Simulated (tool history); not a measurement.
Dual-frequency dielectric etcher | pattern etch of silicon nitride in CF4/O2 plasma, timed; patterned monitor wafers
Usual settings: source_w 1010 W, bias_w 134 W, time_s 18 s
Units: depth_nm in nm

| run | hour | source_w | bias_w | time_s | read-back reference wafer on the same gauge, depth_nm | depth_nm |
|---|---|---|---|---|---|---|
| 1 | 0 | 1010 | 134 | 18 | 66.1 | 60.5 |
| 2 | 55.4 | 1010 | 134 | 18 | 66 | 60.1 |
| 3 | 135 | 1010 | 134 | 18 | 66.2 | 60.7 |
| 4 | 236.6 | 1010 | 134 | 18 | 66.1 | 60.3 |
| 5 | 299.4 | 1010 | 134 | 18 | 66.1 | 60.7 |
| 6 | 348.8 | 1010 | 134 | 18 | 66 | 60.7 |
| 7 | 570.3 | 1010 | 134 | 18 | 66.1 | 61 |
| 8 | 663.4 | 1010 | 134 | 18 | 66.1 | 60.5 |
| 9 | 756.1 | 1110 | 134 | 18 | 66.2 | 64.3 |
| 10 | 799.7 | 1110 | 134 | 18 | 66.1 | 64.5 |
| 11 | 893.5 | 1110 | 134 | 18 | 66.1 | 64.5 |
| 12 | 955.6 | 910 | 118 | 15 | 66.1 | 45.1 |
| 13 | 1048.8 | 920 | 158 | 13 | 66.1 | 43.8 |
| 14 | 1090.8 | 890 | 151 | 18 | 66.1 | 58.3 |
| 15 | 1149.7 | 900 | 134 | 13.5 | 66 | 42.6 |
| 16 | 1196.6 | 1010 | 134 | 18 | 66.1 | 60.7 |
| 17 | 1283.5 | 1240 | 117 | 18 | 66.2 | 65.9 |
| 18 | 1338.1 | 1150 | 134 | 21 | 66 | 76.6 |
| 19 | 1397.5 | 1110 | 134 | 14 | 66.1 | 50.1 |
| 20 | 1456 | 1010 | 163 | 23 | 66 | 83.1 |
| 21 | 1654.7 | 1230 | 134 | 18 | 66.1 | 68.7 |
| 22 | 1736.3 | 1110 | 134 | 14 | 66.1 | 50.1 |

Not shown: 8 entries that the log had between the listed runs. Between which runs, and how does the tool's hidden state differ before and after?
Between runs 3 and 4: wet clean of the chamber (hour 218.9)
  no hidden state differs between the two runs
Between runs 4 and 5: gauge calibrated (hour 237)
  no hidden state differs between the two runs
Between runs 6 and 7: upper electrode replaced (hour 569.8)
  no hidden state differs between the two runs
Between runs 7 and 8: bias power generator calibrated (hour 623.2)
  no hidden state differs between the two runs
Between runs 10 and 11: wet clean of the chamber (hour 834.5)
  no hidden state differs between the two runs
Between runs 16 and 17: source power generator calibrated (hour 1266.8)
  no hidden state differs between the two runs
Between runs 18 and 19: gauge calibrated (hour 1351)
  no hidden state differs between the two runs
Between runs 19 and 20: wet clean of the chamber (hour 1455.5)
  no hidden state differs between the two runs

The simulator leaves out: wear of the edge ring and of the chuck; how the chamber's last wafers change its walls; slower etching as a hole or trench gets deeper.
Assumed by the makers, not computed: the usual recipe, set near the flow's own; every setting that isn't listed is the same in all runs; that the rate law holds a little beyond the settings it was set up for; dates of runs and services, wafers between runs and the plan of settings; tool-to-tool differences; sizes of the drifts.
